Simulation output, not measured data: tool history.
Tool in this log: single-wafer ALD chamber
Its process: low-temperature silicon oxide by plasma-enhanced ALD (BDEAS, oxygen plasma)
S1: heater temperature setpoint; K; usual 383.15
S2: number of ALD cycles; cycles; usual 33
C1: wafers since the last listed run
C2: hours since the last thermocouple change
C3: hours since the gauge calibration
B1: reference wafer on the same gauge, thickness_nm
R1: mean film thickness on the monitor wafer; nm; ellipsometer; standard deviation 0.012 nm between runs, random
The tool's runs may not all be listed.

{"run": 1, "hour": 0.0, "S1": 383.15, "S2": 33, "C1": 0, "C2": 1359.0, "C3": 22.4, "B1": 4.627, "R1": 4.794}
{"run": 2, "hour": 26.0, "S1": 383.15, "S2": 33, "C1": 177, "C2": 1385.0, "C3": 48.4, "B1": 4.626, "R1": 4.835}
{"run": 3, "hour": 49.0, "S1": 383.15, "S2": 33, "C1": 157, "C2": 1408.0, "C3": 71.4, "B1": 4.629, "R1": 4.822}
{"run": 4, "hour": 70.3, "S1": 383.15, "S2": 33, "C1": 145, "C2": 1429.3, "C3": 92.7, "B1": 4.626, "R1": 4.818}
{"run": 5, "hour": 87.1, "S1": 383.15, "S2": 33, "C1": 114, "C2": 1446.1, "C3": 109.5, "B1": 4.628, "R1": 4.823}
{"run": 6, "hour": 101.9, "S1": 383.15, "S2": 33, "C1": 101, "C2": 1460.9, "C3": 124.3, "B1": 4.631, "R1": 4.834}
{"run": 7, "hour": 126.3, "S1": 375.15, "S2": 33, "C1": 166, "C2": 1485.3, "C3": 148.7, "B1": 4.632, "R1": 4.909}
{"run": 8, "hour": 146.0, "S1": 383.15, "S2": 33, "C1": 134, "C2": 1505.0, "C3": 168.4, "B1": 4.632, "R1": 4.845}
{"run": 9, "hour": 171.6, "S1": 383.15, "S2": 33, "C1": 174, "C2": 1530.6, "C3": 194.0, "B1": 4.636, "R1": 4.808}
{"run": 10, "hour": 196.2, "S1": 383.15, "S2": 33, "C1": 168, "C2": 1555.2, "C3": 218.6, "B1": 4.641, "R1": 4.837}
{"run": 11, "hour": 211.0, "S1": 383.15, "S2": 33, "C1": 101, "C2": 1570.0, "C3": 233.4, "B1": 4.64, "R1": 4.836}
{"run": 12, "hour": 244.0, "S1": 383.15, "S2": 33, "C1": 225, "C2": 1603.0, "C3": 266.4, "B1": 4.648, "R1": 4.842}
{"run": 13, "hour": 260.8, "S1": 371.15, "S2": 33, "C1": 114, "C2": 1619.8, "C3": 283.2, "B1": 4.649, "R1": 4.997}
{"run": 14, "hour": 293.2, "S1": 372.15, "S2": 30, "C1": 221, "C2": 1652.2, "C3": 315.6, "B1": 4.655, "R1": 4.533}
{"run": 15, "hour": 327.6, "S1": 390.15, "S2": 33, "C1": 235, "C2": 1686.6, "C3": 350.0, "B1": 4.662, "R1": 4.792}
{"hour": 329.2, "done": "gauge calibrated"}
{"run": 16, "hour": 340.4, "S1": 378.15, "S2": 33, "C1": 87, "C2": 1699.4, "C3": 11.2, "B1": 4.628, "R1": 4.88}
{"run": 17, "hour": 367.8, "S1": 372.15, "S2": 27, "C1": 187, "C2": 1726.8, "C3": 38.6, "B1": 4.631, "R1": 4.065}
{"run": 18, "hour": 383.2, "S1": 395.15, "S2": 27, "C1": 105, "C2": 1742.2, "C3": 54.0, "B1": 4.629, "R1": 3.841}
{"run": 19, "hour": 395.2, "S1": 383.15, "S2": 33, "C1": 82, "C2": 1754.2, "C3": 66.0, "B1": 4.63, "R1": 4.826}
{"run": 20, "hour": 413.8, "S1": 394.15, "S2": 36, "C1": 127, "C2": 1772.8, "C3": 84.6, "B1": 4.631, "R1": 5.123}
{"run": 21, "hour": 426.5, "S1": 383.15, "S2": 37, "C1": 86, "C2": 1785.5, "C3": 97.3, "B1": 4.631, "R1": 5.389}
{"hour": 440.7, "done": "thermocouple changed; heater temperature recalibrated"}
{"run": 22, "hour": 498.6, "S1": 387.15, "S2": 37, "C1": 438, "C2": 57.9, "C3": 169.4, "B1": 4.639, "R1": 5.372}
{"run": 23, "hour": 525.1, "S1": 383.15, "S2": 33, "C1": 181, "C2": 84.4, "C3": 195.9, "B1": 4.639, "R1": 4.818}
{"run": 24, "hour": 542.0, "S1": 396.15, "S2": 28, "C1": 115, "C2": 101.3, "C3": 212.8, "B1": 4.643, "R1": 3.997}
{"run": 25, "hour": 573.8, "S1": 383.15, "S2": 33, "C1": 217, "C2": 133.1, "C3": 244.6, "B1": 4.647, "R1": 4.842}
{"run": 26, "hour": 633.4, "S1": 383.15, "S2": 33, "C1": 407, "C2": 192.7, "C3": 304.2, "B1": 4.657, "R1": 4.87}
{"run": 27, "hour": 653.2, "S1": 378.15, "S2": 39, "C1": 135, "C2": 212.5, "C3": 324.0, "B1": 4.659, "R1": 5.799}

Each row is a separate what-if for the run after 27, all from the same tool condition, not one after another. Results?
{"run": "A", "hour": 653.7, "S1": 383.15, "S2": 33, "C1": 3, "C2": 213.0, "C3": 324.5, "B1": "?", "R1": "?"}
{"run": "B", "hour": 653.7, "S1": 370.15, "S2": 35, "C1": 3, "C2": 213.0, "C3": 324.5, "B1": "?", "R1": "?"}
{"run": "C", "hour": 653.7, "S1": 369.15, "S2": 38, "C1": 3, "C2": 213.0, "C3": 324.5, "B1": "?", "R1": "?"}

run=A B1=4.660 R1=4.845
run=B B1=4.660 R1=5.324
run=C B1=4.660 R1=5.804
Take away the tool's hidden state, keep each run's random variation, and the runs would have read:
run=A R1=4.813
run=B R1=5.289
run=C R1=5.766
